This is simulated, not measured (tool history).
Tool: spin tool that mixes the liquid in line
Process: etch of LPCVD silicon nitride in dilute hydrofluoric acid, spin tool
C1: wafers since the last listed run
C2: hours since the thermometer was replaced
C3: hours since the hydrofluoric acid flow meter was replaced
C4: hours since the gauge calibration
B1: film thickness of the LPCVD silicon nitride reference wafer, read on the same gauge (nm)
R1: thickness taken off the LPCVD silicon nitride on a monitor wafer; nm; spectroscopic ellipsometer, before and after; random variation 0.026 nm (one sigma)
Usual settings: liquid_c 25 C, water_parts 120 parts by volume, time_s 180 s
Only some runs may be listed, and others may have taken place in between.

run 1 hour=0 | liquid_c=25 water_parts=105 time_s=130 | C1=0 C2=1044.8 C3=1564.5 C4=109.2 | B1=90.043 | R1=0.543
run 2 hour=12.9 | liquid_c=22.5 water_parts=120 time_s=180 | C1=78 C2=1057.7 C3=1577.4 C4=122.1 | B1=89.988 | R1=0.566
run 3 hour=26.3 | liquid_c=22.5 water_parts=120 time_s=180 | C1=81 C2=1071.1 C3=1590.8 C4=135.5 | B1=89.993 | R1=0.607
run 4 hour=46.3 | liquid_c=22.5 water_parts=120 time_s=180 | C1=121 C2=1091.1 C3=1610.8 C4=155.5 | B1=90.045 | R1=0.575
run 5 hour=60.7 | liquid_c=25 water_parts=120 time_s=180 | C1=87 C2=1105.5 C3=1625.2 C4=169.9 | B1=90.071 | R1=0.679
run 6 hour=75.6 | liquid_c=25 water_parts=80 time_s=180 | C1=90 C2=1120.4 C3=1640.1 C4=184.8 | B1=90.027 | R1=1.026
run 7 hour=93.3 | liquid_c=25 water_parts=120 time_s=180 | C1=107 C2=1138.1 C3=1657.8 C4=202.5 | B1=89.997 | R1=0.712
run 8 hour=107.1 | liquid_c=25 water_parts=120 time_s=180 | C1=83 C2=1151.9 C3=1671.6 C4=216.3 | B1=90.071 | R1=0.701
run 9 hour=124.3 | liquid_c=25 water_parts=120 time_s=180 | C1=104 C2=1169.1 C3=1688.8 C4=233.5 | B1=89.952 | R1=0.707
-- hour=133.3 gauge calibrated
run 10 hour=139 | liquid_c=25 water_parts=120 time_s=180 | C1=89 C2=1183.8 C3=1703.5 C4=5.7 | B1=90.003 | R1=0.638
run 11 hour=146.4 | liquid_c=25 water_parts=120 time_s=180 | C1=44 C2=1191.2 C3=1710.9 C4=13.1 | B1=90.016 | R1=0.664
run 12 hour=156.9 | liquid_c=25 water_parts=120 time_s=240 | C1=63 C2=1201.7 C3=1721.4 C4=23.6 | B1=89.996 | R1=0.882
run 13 hour=174.7 | liquid_c=25 water_parts=120 time_s=180 | C1=108 C2=1219.5 C3=1739.2 C4=41.4 | B1=89.998 | R1=0.674
run 14 hour=184.8 | liquid_c=29 water_parts=120 time_s=115 | C1=61 C2=1229.6 C3=1749.3 C4=51.5 | B1=89.999 | R1=0.548
-- hour=188.3 thermometer replaced
run 15 hour=190.9 | liquid_c=28.5 water_parts=160 time_s=220 | C1=30 C2=2.6 C3=1755.4 C4=57.6 | B1=90.014 | R1=0.768
-- hour=198.6 hydrofluoric acid flow meter replaced
run 16 hour=202.5 | liquid_c=20 water_parts=165 time_s=180 | C1=64 C2=14.2 C3=3.9 C4=69.2 | B1=90.019 | R1=0.354
run 17 hour=217.4 | liquid_c=20 water_parts=120 time_s=180 | C1=90 C2=29.1 C3=18.8 C4=84.1 | B1=90.036 | R1=0.467
run 18 hour=234 | liquid_c=20 water_parts=155 time_s=220 | C1=100 C2=45.7 C3=35.4 C4=100.7 | B1=90.001 | R1=0.486
run 19 hour=243.9 | liquid_c=25 water_parts=120 time_s=180 | C1=60 C2=55.6 C3=45.3 C4=110.6 | B1=90.028 | R1=0.688
run 20 hour=254.2 | liquid_c=25 water_parts=120 time_s=180 | C1=62 C2=65.9 C3=55.6 C4=120.9 | B1=90.029 | R1=0.736

Across each entry between runs, compare the hidden state at the last listed run before it with the hidden state at the first listed run after it:
In the gap between runs 9 and 10: gauge calibrated (hour 133.3)
  nothing in the hidden state changes from one run to the other
In the gap between runs 14 and 15: thermometer replaced (hour 188.3)
  nothing in the hidden state changes from one run to the other
In the gap between runs 15 and 16: hydrofluoric acid flow meter replaced (hour 198.6)
  nothing in the hidden state changes from one run to the other
